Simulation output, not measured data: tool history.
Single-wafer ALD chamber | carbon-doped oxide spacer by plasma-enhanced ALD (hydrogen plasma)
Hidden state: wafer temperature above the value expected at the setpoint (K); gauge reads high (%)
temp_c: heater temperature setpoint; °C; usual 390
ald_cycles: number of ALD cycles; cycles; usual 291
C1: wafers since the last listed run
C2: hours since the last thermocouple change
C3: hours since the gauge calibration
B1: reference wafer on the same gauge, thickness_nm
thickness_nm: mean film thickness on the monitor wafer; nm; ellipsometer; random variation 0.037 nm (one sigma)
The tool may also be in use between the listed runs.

run 1 hour=0.0 | temp_c=390 ald_cycles=291 | C1=0 C2=1395.6 C3=320.2 | B1=17.930 | thickness_nm=15.217
run 2 hour=7.1 | temp_c=390 ald_cycles=291 | C1=11 C2=1402.7 C3=327.3 | B1=17.942 | thickness_nm=15.223
run 3 hour=22.9 | temp_c=390 ald_cycles=291 | C1=26 C2=1418.5 C3=343.1 | B1=17.926 | thickness_nm=15.190
run 4 hour=33.9 | temp_c=385 ald_cycles=291 | C1=18 C2=1429.5 C3=354.1 | B1=17.946 | thickness_nm=15.180
run 5 hour=50.1 | temp_c=385 ald_cycles=291 | C1=27 C2=1445.7 C3=370.3 | B1=17.943 | thickness_nm=15.194
run 6 hour=60.2 | temp_c=385 ald_cycles=291 | C1=17 C2=1455.8 C3=380.4 | B1=17.950 | thickness_nm=15.255
run 7 hour=78.1 | temp_c=390 ald_cycles=291 | C1=30 C2=1473.7 C3=398.3 | B1=17.947 | thickness_nm=15.283
run 8 hour=94.0 | temp_c=390 ald_cycles=291 | C1=26 C2=1489.6 C3=414.2 | B1=17.954 | thickness_nm=15.252
run 9 hour=105.8 | temp_c=390 ald_cycles=291 | C1=19 C2=1501.4 C3=426.0 | B1=17.946 | thickness_nm=15.253
run 10 hour=115.9 | temp_c=390 ald_cycles=291 | C1=17 C2=1511.5 C3=436.1 | B1=17.936 | thickness_nm=15.330
run 11 hour=130.2 | temp_c=390 ald_cycles=258 | C1=24 C2=1525.8 C3=450.4 | B1=17.948 | thickness_nm=13.487
run 12 hour=142.2 | temp_c=390 ald_cycles=258 | C1=20 C2=1537.8 C3=462.4 | B1=17.961 | thickness_nm=13.501
run 13 hour=154.3 | temp_c=390 ald_cycles=291 | C1=20 C2=1549.9 C3=474.5 | B1=17.946 | thickness_nm=15.237
run 14 hour=170.6 | temp_c=390 ald_cycles=291 | C1=27 C2=1566.2 C3=490.8 | B1=17.956 | thickness_nm=15.196
run 15 hour=184.8 | temp_c=390 ald_cycles=291 | C1=23 C2=1580.4 C3=505.0 | B1=17.949 | thickness_nm=15.336
-- hour=211.3 gauge calibrated
run 16 hour=223.3 | temp_c=379 ald_cycles=291 | C1=64 C2=1618.9 C3=12.0 | B1=17.528 | thickness_nm=14.883
run 17 hour=234.3 | temp_c=390 ald_cycles=291 | C1=18 C2=1629.9 C3=23.0 | B1=17.555 | thickness_nm=14.925
run 18 hour=243.0 | temp_c=390 ald_cycles=344 | C1=14 C2=1638.6 C3=31.7 | B1=17.584 | thickness_nm=17.552
run 19 hour=258.8 | temp_c=376 ald_cycles=291 | C1=26 C2=1654.4 C3=47.5 | B1=17.597 | thickness_nm=14.887
run 20 hour=265.9 | temp_c=390 ald_cycles=291 | C1=11 C2=1661.5 C3=54.6 | B1=17.598 | thickness_nm=14.944
run 21 hour=283.4 | temp_c=404 ald_cycles=320 | C1=29 C2=1679.0 C3=72.1 | B1=17.656 | thickness_nm=16.211
run 22 hour=295.1 | temp_c=396 ald_cycles=329 | C1=19 C2=1690.7 C3=83.8 | B1=17.636 | thickness_nm=16.983
run 23 hour=310.7 | temp_c=385 ald_cycles=291 | C1=26 C2=1706.3 C3=99.4 | B1=17.668 | thickness_nm=15.018
run 24 hour=328.3 | temp_c=401 ald_cycles=327 | C1=29 C2=1723.9 C3=117.0 | B1=17.682 | thickness_nm=16.794
run 25 hour=339.6 | temp_c=378 ald_cycles=331 | C1=19 C2=1735.2 C3=128.3 | B1=17.723 | thickness_nm=17.073
-- hour=363.6 thermocouple changed; heater temperature recalibrated
run 26 hour=385.5 | temp_c=401 ald_cycles=338 | C1=63 C2=21.9 C3=174.2 | B1=17.729 | thickness_nm=17.388
run 27 hour=394.9 | temp_c=385 ald_cycles=291 | C1=15 C2=31.3 C3=183.6 | B1=17.731 | thickness_nm=15.073
run 28 hour=402.6 | temp_c=390 ald_cycles=291 | C1=12 C2=39.0 C3=191.3 | B1=17.749 | thickness_nm=15.053
run 29 hour=412.7 | temp_c=390 ald_cycles=326 | C1=17 C2=49.1 C3=201.4 | B1=17.753 | thickness_nm=16.839
run 30 hour=420.8 | temp_c=400 ald_cycles=260 | C1=13 C2=57.2 C3=209.5 | B1=17.745 | thickness_nm=13.493
run 31 hour=431.4 | temp_c=390 ald_cycles=261 | C1=17 C2=67.8 C3=220.1 | B1=17.765 | thickness_nm=13.611
run 32 hour=461.2 | temp_c=390 ald_cycles=291 | C1=50 C2=97.6 C3=249.9 | B1=17.775 | thickness_nm=15.127
run 33 hour=467.3 | temp_c=390 ald_cycles=328 | C1=10 C2=103.7 C3=256.0 | B1=17.765 | thickness_nm=16.995

What the log doesn't show, run by run:
wafer temperature above the value expected at the setpoint (K): 0 in every run
H1: gauge reads high (%)
run=1 H1=1.84
run=2 H1=1.85
run=3 H1=1.88
run=4 H1=1.89
run=5 H1=1.91
run=6 H1=1.92
run=7 H1=1.94
run=8 H1=1.95
run=9 H1=1.96
run=10 H1=1.97
run=11 H1=1.98
run=12 H1=1.99
run=13 H1=2
run=14 H1=2.01
run=15 H1=2.01
run=16 H1=-0.376
run=17 H1=-0.252
run=18 H1=-0.159
run=19 H1=-0.0049
run=20 H1=0.0596
run=21 H1=0.206
run=22 H1=0.296
run=23 H1=0.405
run=24 H1=0.515
run=25 H1=0.58
run=26 H1=0.799
run=27 H1=0.836
run=28 H1=0.865
run=29 H1=0.901
run=30 H1=0.928
run=31 H1=0.962
run=32 H1=1.04
run=33 H1=1.06
